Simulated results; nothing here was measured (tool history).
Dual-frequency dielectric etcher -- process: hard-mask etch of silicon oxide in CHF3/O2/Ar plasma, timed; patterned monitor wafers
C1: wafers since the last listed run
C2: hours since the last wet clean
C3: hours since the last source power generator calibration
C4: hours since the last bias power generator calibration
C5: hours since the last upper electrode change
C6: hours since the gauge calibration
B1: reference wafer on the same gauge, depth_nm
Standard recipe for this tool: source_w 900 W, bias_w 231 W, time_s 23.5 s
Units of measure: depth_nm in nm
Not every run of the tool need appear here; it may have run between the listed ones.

{"run": 1, "hour": 0.0, "source_w": 900, "bias_w": 231, "time_s": 23.5, "C1": 0, "C2": 505.3, "C3": 996.8, "C4": 3213.7, "C5": 3476.6, "C6": 1372.8, "B1": 50.2, "depth_nm": 59}
{"hour": 51.3, "done": "wet clean of the chamber"}
{"run": 2, "hour": 90.4, "source_w": 900, "bias_w": 231, "time_s": 23.5, "C1": 944, "C2": 39.1, "C3": 1087.2, "C4": 3304.1, "C5": 3567, "C6": 1463.2, "B1": 50.2, "depth_nm": 60.7}
{"run": 3, "hour": 133.6, "source_w": 900, "bias_w": 231, "time_s": 23.5, "C1": 614, "C2": 82.3, "C3": 1130.4, "C4": 3347.3, "C5": 3610.2, "C6": 1506.4, "B1": 50.2, "depth_nm": 61.4}
{"run": 4, "hour": 226.5, "source_w": 900, "bias_w": 231, "time_s": 23.5, "C1": 1321, "C2": 175.2, "C3": 1223.3, "C4": 3440.2, "C5": 3703.1, "C6": 1599.3, "B1": 50.3, "depth_nm": 60.9}
{"run": 5, "hour": 299.8, "source_w": 900, "bias_w": 231, "time_s": 23.5, "C1": 1042, "C2": 248.5, "C3": 1296.6, "C4": 3513.5, "C5": 3776.4, "C6": 1672.6, "B1": 50.3, "depth_nm": 60.6}
{"run": 6, "hour": 348.6, "source_w": 900, "bias_w": 231, "time_s": 23.5, "C1": 694, "C2": 297.3, "C3": 1345.4, "C4": 3562.3, "C5": 3825.2, "C6": 1721.4, "B1": 50.3, "depth_nm": 59.9}
{"run": 7, "hour": 403.0, "source_w": 730, "bias_w": 231, "time_s": 23.5, "C1": 773, "C2": 351.7, "C3": 1399.8, "C4": 3616.7, "C5": 3879.6, "C6": 1775.8, "B1": 50.3, "depth_nm": 57.5}
{"hour": 461.3, "done": "gauge calibrated"}
{"run": 8, "hour": 463.7, "source_w": 730, "bias_w": 231, "time_s": 23.5, "C1": 863, "C2": 412.4, "C3": 1460.5, "C4": 3677.4, "C5": 3940.3, "C6": 2.4, "B1": 50.2, "depth_nm": 57.1}
{"hour": 475.9, "done": "source power generator calibrated"}
{"hour": 535.6, "done": "upper electrode replaced"}
{"run": 9, "hour": 543.5, "source_w": 730, "bias_w": 231, "time_s": 23.5, "C1": 736, "C2": 492.2, "C3": 67.6, "C4": 3757.2, "C5": 7.9, "C6": 82.2, "B1": 50.3, "depth_nm": 57}
{"hour": 634.4, "done": "wet clean of the chamber"}
{"run": 10, "hour": 667.8, "source_w": 900, "bias_w": 231, "time_s": 18, "C1": 1426, "C2": 33.4, "C3": 191.9, "C4": 3881.5, "C5": 132.2, "C6": 206.5, "B1": 50.2, "depth_nm": 47.1}
{"run": 11, "hour": 718.8, "source_w": 900, "bias_w": 198, "time_s": 19, "C1": 725, "C2": 84.4, "C3": 242.9, "C4": 3932.5, "C5": 183.2, "C6": 257.5, "B1": 50.3, "depth_nm": 47.4}
{"run": 12, "hour": 761.3, "source_w": 900, "bias_w": 231, "time_s": 23.5, "C1": 604, "C2": 126.9, "C3": 285.4, "C4": 3975, "C5": 225.7, "C6": 300, "B1": 50.4, "depth_nm": 61.5}
{"run": 13, "hour": 865.4, "source_w": 990, "bias_w": 231, "time_s": 23.5, "C1": 1480, "C2": 231, "C3": 389.5, "C4": 4079.1, "C5": 329.8, "C6": 404.1, "B1": 50.3, "depth_nm": 61.7}
{"hour": 965.8, "done": "bias power generator calibrated"}
{"run": 14, "hour": 1172.1, "source_w": 900, "bias_w": 210, "time_s": 28.5, "C1": 4306, "C2": 537.7, "C3": 696.2, "C4": 206.3, "C5": 636.5, "C6": 710.8, "B1": 50.3, "depth_nm": 71}
{"run": 15, "hour": 1234.9, "source_w": 810, "bias_w": 206, "time_s": 23.5, "C1": 893, "C2": 600.5, "C3": 759, "C4": 269.1, "C5": 699.3, "C6": 773.6, "B1": 50.3, "depth_nm": 56.2}
{"hour": 1275.2, "done": "wet clean of the chamber"}
{"run": 16, "hour": 1335.7, "source_w": 900, "bias_w": 231, "time_s": 23.5, "C1": 1092, "C2": 60.5, "C3": 859.8, "C4": 369.9, "C5": 800.1, "C6": 874.4, "B1": 50.3, "depth_nm": 60}
{"run": 17, "hour": 1416.4, "source_w": 900, "bias_w": 231, "time_s": 23.5, "C1": 1147, "C2": 141.2, "C3": 940.5, "C4": 450.6, "C5": 880.8, "C6": 955.1, "B1": 50.4, "depth_nm": 60.3}
{"run": 18, "hour": 1477.5, "source_w": 770, "bias_w": 254, "time_s": 21, "C1": 869, "C2": 202.3, "C3": 1001.6, "C4": 511.7, "C5": 941.9, "C6": 1016.2, "B1": 50.3, "depth_nm": 53.1}
{"run": 19, "hour": 1542.8, "source_w": 840, "bias_w": 231, "time_s": 23.5, "C1": 928, "C2": 267.6, "C3": 1066.9, "C4": 577, "C5": 1007.2, "C6": 1081.5, "B1": 50.4, "depth_nm": 58.3}
{"run": 20, "hour": 1611.1, "source_w": 760, "bias_w": 262, "time_s": 18, "C1": 971, "C2": 335.9, "C3": 1135.2, "C4": 645.3, "C5": 1075.5, "C6": 1149.8, "B1": 50.2, "depth_nm": 45.5}
{"run": 21, "hour": 1676.9, "source_w": 980, "bias_w": 231, "time_s": 21, "C1": 936, "C2": 401.7, "C3": 1201, "C4": 711.1, "C5": 1141.3, "C6": 1215.6, "B1": 50.3, "depth_nm": 53.9}
{"run": 22, "hour": 1737.1, "source_w": 900, "bias_w": 231, "time_s": 23.5, "C1": 856, "C2": 461.9, "C3": 1261.2, "C4": 771.3, "C5": 1201.5, "C6": 1275.8, "B1": 50.4, "depth_nm": 59.2}
{"run": 23, "hour": 1837.6, "source_w": 900, "bias_w": 231, "time_s": 23.5, "C1": 1429, "C2": 562.4, "C3": 1361.7, "C4": 871.8, "C5": 1302, "C6": 1376.3, "B1": 50.4, "depth_nm": 58.9}
{"run": 24, "hour": 1876.0, "source_w": 830, "bias_w": 276, "time_s": 28.5, "C1": 546, "C2": 600.8, "C3": 1400.1, "C4": 910.2, "C5": 1340.4, "C6": 1414.7, "B1": 50.3, "depth_nm": 72.5}
{"hour": 1910.1, "done": "wet clean of the chamber"}
{"hour": 1947.4, "done": "source power generator calibrated"}
{"run": 25, "hour": 1967.7, "source_w": 710, "bias_w": 231, "time_s": 23.5, "C1": 906, "C2": 57.6, "C3": 20.3, "C4": 1001.9, "C5": 1432.1, "C6": 1506.4, "B1": 50.3, "depth_nm": 57.6}
{"run": 26, "hour": 2010.1, "source_w": 900, "bias_w": 281, "time_s": 23.5, "C1": 603, "C2": 100, "C3": 62.7, "C4": 1044.3, "C5": 1474.5, "C6": 1548.8, "B1": 50.2, "depth_nm": 64.3}
{"run": 27, "hour": 2063.8, "source_w": 780, "bias_w": 178, "time_s": 23.5, "C1": 763, "C2": 153.7, "C3": 116.4, "C4": 1098, "C5": 1528.2, "C6": 1602.5, "B1": 50.3, "depth_nm": 55.3}
{"run": 28, "hour": 2167.6, "source_w": 730, "bias_w": 231, "time_s": 23.5, "C1": 1476, "C2": 257.5, "C3": 220.2, "C4": 1201.8, "C5": 1632, "C6": 1706.3, "B1": 50.4, "depth_nm": 57.7}
{"run": 29, "hour": 2230.5, "source_w": 900, "bias_w": 200, "time_s": 17.5, "C1": 894, "C2": 320.4, "C3": 283.1, "C4": 1264.7, "C5": 1694.9, "C6": 1769.2, "B1": 50.4, "depth_nm": 43.6}
{"run": 30, "hour": 2283.0, "source_w": 1000, "bias_w": 231, "time_s": 18.5, "C1": 746, "C2": 372.9, "C3": 335.6, "C4": 1317.2, "C5": 1747.4, "C6": 1821.7, "B1": 50.5, "depth_nm": 47.7}

Consider 3 possible next runs. They are alternatives, not a sequence: every one starts from the tool as it was left by run 30. What does each give?
{"run": "A", "hour": 2283.4, "source_w": 780, "bias_w": 231, "time_s": 23.5, "C1": 5, "C2": 373.3, "C3": 336, "C4": 1317.6, "C5": 1747.8, "C6": 1822.1, "B1": "?", "depth_nm": "?"}
{"run": "B", "hour": 2283.4, "source_w": 1080, "bias_w": 208, "time_s": 28, "C1": 5, "C2": 373.3, "C3": 336, "C4": 1317.6, "C5": 1747.8, "C6": 1822.1, "B1": "?", "depth_nm": "?"}
{"run": "C", "hour": 2283.4, "source_w": 1060, "bias_w": 192, "time_s": 29, "C1": 5, "C2": 373.3, "C3": 336, "C4": 1317.6, "C5": 1747.8, "C6": 1822.1, "B1": "?", "depth_nm": "?"}

run=A B1=50.3 depth_nm=57.1
run=B B1=50.3 depth_nm=71.9
run=C B1=50.3 depth_nm=72.8
Without the tool's hidden state the same runs would have given:
run=A depth_nm=58.4
run=B depth_nm=73.5
run=C depth_nm=74.5
